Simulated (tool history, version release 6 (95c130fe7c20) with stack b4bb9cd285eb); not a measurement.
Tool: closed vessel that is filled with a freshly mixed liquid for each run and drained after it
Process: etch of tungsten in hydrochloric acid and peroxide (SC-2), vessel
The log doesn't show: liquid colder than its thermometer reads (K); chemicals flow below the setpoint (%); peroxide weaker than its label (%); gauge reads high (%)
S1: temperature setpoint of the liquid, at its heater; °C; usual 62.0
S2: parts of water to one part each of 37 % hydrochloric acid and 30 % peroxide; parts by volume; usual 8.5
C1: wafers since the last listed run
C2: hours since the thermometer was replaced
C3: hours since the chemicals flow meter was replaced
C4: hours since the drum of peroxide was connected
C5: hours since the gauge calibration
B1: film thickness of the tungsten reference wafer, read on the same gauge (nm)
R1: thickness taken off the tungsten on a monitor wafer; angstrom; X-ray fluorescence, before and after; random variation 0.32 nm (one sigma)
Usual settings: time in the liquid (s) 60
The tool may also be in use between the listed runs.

run 1 hour=0.0 | S1=62.0 S2=8.5 time_in_the_liquid_(s)=60 | C1=0 C2=127.7 C3=1395.4 C4=726.9 C5=1409.7 | B1=80.02 | R1=330.9
run 2 hour=44.5 | S1=62.0 S2=8.5 time_in_the_liquid_(s)=60 | C1=4791 C2=172.2 C3=1439.9 C4=771.4 C5=1454.2 | B1=80.01 | R1=331.2
run 3 hour=83.7 | S1=62.0 S2=8.5 time_in_the_liquid_(s)=75 | C1=4221 C2=211.4 C3=1479.1 C4=810.6 C5=1493.4 | B1=79.99 | R1=408.9
run 4 hour=333.5 | S1=62.0 S2=8.5 time_in_the_liquid_(s)=60 | C1=26899 C2=461.2 C3=1728.9 C4=1060.4 C5=1743.2 | B1=79.98 | R1=323.0
-- hour=357.0 new drum of peroxide connected
-- hour=363.2 chemicals flow meter replaced
run 5 hour=424.4 | S1=62.0 S2=8.5 time_in_the_liquid_(s)=60 | C1=9573 C2=552.1 C3=61.2 C4=67.4 C5=1834.1 | B1=80.00 | R1=348.3
run 6 hour=486.1 | S1=62.0 S2=8.5 time_in_the_liquid_(s)=60 | C1=6644 C2=613.8 C3=122.9 C4=129.1 C5=1895.8 | B1=80.01 | R1=343.9
run 7 hour=587.8 | S1=62.0 S2=8.5 time_in_the_liquid_(s)=60 | C1=10951 C2=715.5 C3=224.6 C4=230.8 C5=1997.5 | B1=79.97 | R1=344.5
-- hour=605.6 gauge calibrated
run 8 hour=632.7 | S1=56.5 S2=10.0 time_in_the_liquid_(s)=30 | C1=4834 C2=760.4 C3=269.5 C4=275.7 C5=27.1 | B1=80.00 | R1=106.6
-- hour=773.2 thermometer replaced
run 9 hour=930.2 | S1=62.0 S2=8.5 time_in_the_liquid_(s)=95 | C1=31928 C2=157.0 C3=567.0 C4=573.2 C5=324.6 | B1=80.00 | R1=536.2
run 10 hour=1015.5 | S1=62.0 S2=5.0 time_in_the_liquid_(s)=75 | C1=9185 C2=242.3 C3=652.3 C4=658.5 C5=409.9 | B1=80.00 | R1=630.9
run 11 hour=1063.3 | S1=62.0 S2=8.5 time_in_the_liquid_(s)=60 | C1=5147 C2=290.1 C3=700.1 C4=706.3 C5=457.7 | B1=80.00 | R1=336.1
run 12 hour=1099.3 | S1=62.0 S2=7.0 time_in_the_liquid_(s)=35 | C1=3876 C2=326.1 C3=736.1 C4=742.3 C5=493.7 | B1=79.98 | R1=226.5
run 13 hour=1142.7 | S1=62.0 S2=11.0 time_in_the_liquid_(s)=90 | C1=4673 C2=369.5 C3=779.5 C4=785.7 C5=537.1 | B1=80.00 | R1=412.7
run 14 hour=1393.8 | S1=62.0 S2=8.5 time_in_the_liquid_(s)=50 | C1=27039 C2=620.6 C3=1030.6 C4=1036.8 C5=788.2 | B1=80.01 | R1=271.2
-- hour=1450.3 new drum of peroxide connected
run 15 hour=1488.9 | S1=62.0 S2=11.0 time_in_the_liquid_(s)=90 | C1=10133 C2=715.7 C3=1125.7 C4=38.6 C5=883.3 | B1=80.01 | R1=419.8
-- hour=1530.2 thermometer replaced
run 16 hour=1584.5 | S1=62.0 S2=8.5 time_in_the_liquid_(s)=40 | C1=10186 C2=54.3 C3=1221.3 C4=134.2 C5=978.9 | B1=80.00 | R1=230.0
run 17 hour=1677.0 | S1=68.0 S2=11.0 time_in_the_liquid_(s)=50 | C1=9960 C2=146.8 C3=1313.8 C4=226.7 C5=1071.4 | B1=80.01 | R1=332.0
run 18 hour=1773.0 | S1=53.5 S2=11.5 time_in_the_liquid_(s)=45 | C1=10337 C2=242.8 C3=1409.8 C4=322.7 C5=1167.4 | B1=80.01 | R1=116.1
run 19 hour=1857.1 | S1=62.0 S2=12.0 time_in_the_liquid_(s)=60 | C1=9056 C2=326.9 C3=1493.9 C4=406.8 C5=1251.5 | B1=79.99 | R1=253.5
run 20 hour=1899.2 | S1=62.0 S2=12.5 time_in_the_liquid_(s)=60 | C1=4533 C2=369.0 C3=1536.0 C4=448.9 C5=1293.6 | B1=80.02 | R1=246.9
run 21 hour=1989.3 | S1=52.0 S2=8.5 time_in_the_liquid_(s)=60 | C1=9702 C2=459.1 C3=1626.1 C4=539.0 C5=1383.7 | B1=80.00 | R1=176.8
run 22 hour=2094.2 | S1=72.0 S2=8.5 time_in_the_liquid_(s)=30 | C1=11296 C2=564.0 C3=1731.0 C4=643.9 C5=1488.6 | B1=79.98 | R1=310.8
run 23 hour=2165.5 | S1=62.0 S2=8.5 time_in_the_liquid_(s)=60 | C1=7677 C2=635.3 C3=1802.3 C4=715.2 C5=1559.9 | B1=80.01 | R1=336.4
run 24 hour=2220.1 | S1=68.0 S2=8.5 time_in_the_liquid_(s)=45 | C1=5879 C2=689.9 C3=1856.9 C4=769.8 C5=1614.5 | B1=79.98 | R1=356.9
run 25 hour=2326.9 | S1=62.0 S2=8.5 time_in_the_liquid_(s)=60 | C1=11500 C2=796.7 C3=1963.7 C4=876.6 C5=1721.3 | B1=80.00 | R1=329.8
run 26 hour=2378.1 | S1=62.0 S2=11.0 time_in_the_liquid_(s)=85 | C1=5513 C2=847.9 C3=2014.9 C4=927.8 C5=1772.5 | B1=79.97 | R1=381.4
-- hour=2423.9 chemicals flow meter replaced
-- hour=2431.5 thermometer replaced
run 27 hour=2480.1 | S1=62.0 S2=5.0 time_in_the_liquid_(s)=30 | C1=10768 C2=48.6 C3=56.2 C4=1029.8 C5=1874.5 | B1=80.00 | R1=247.1
run 28 hour=2567.6 | S1=62.0 S2=11.0 time_in_the_liquid_(s)=75 | C1=9422 C2=136.1 C3=143.7 C4=1117.3 C5=1962.0 | B1=80.04 | R1=327.1
run 29 hour=2608.0 | S1=62.0 S2=8.5 time_in_the_liquid_(s)=60 | C1=4350 C2=176.5 C3=184.1 C4=1157.7 C5=2002.4 | B1=79.99 | R1=323.6
-- hour=2621.8 new drum of peroxide connected
run 30 hour=2674.0 | S1=62.0 S2=8.5 time_in_the_liquid_(s)=60 | C1=6999 C2=242.5 C3=250.1 C4=52.2 C5=2068.4 | B1=80.00 | R1=349.0

Forecast each of these 4 alternatives for the next run:
run A hour=2674.7 | S1=62.0 S2=8.5 time_in_the_liquid_(s)=90 | C1=75 C2=243.2 C3=250.8 C4=52.9 C5=2069.1 | B1=? | R1=?
run B hour=2674.7 | S1=54.5 S2=8.5 time_in_the_liquid_(s)=50 | C1=75 C2=243.2 C3=250.8 C4=52.9 C5=2069.1 | B1=? | R1=?
run C hour=2674.7 | S1=56.5 S2=10.5 time_in_the_liquid_(s)=40 | C1=75 C2=243.2 C3=250.8 C4=52.9 C5=2069.1 | B1=? | R1=?
run D hour=2674.7 | S1=68.5 S2=8.5 time_in_the_liquid_(s)=40 | C1=75 C2=243.2 C3=250.8 C4=52.9 C5=2069.1 | B1=? | R1=?

run=A B1=80.02 R1=521.5
run=B B1=80.02 R1=180.1
run=C B1=80.02 R1=137.7
run=D B1=80.02 R1=344.2
Without the tool's hidden state the same runs would have given:
run=A R1=525.8
run=B R1=181.6
run=C R1=138.8
run=D R1=347.0

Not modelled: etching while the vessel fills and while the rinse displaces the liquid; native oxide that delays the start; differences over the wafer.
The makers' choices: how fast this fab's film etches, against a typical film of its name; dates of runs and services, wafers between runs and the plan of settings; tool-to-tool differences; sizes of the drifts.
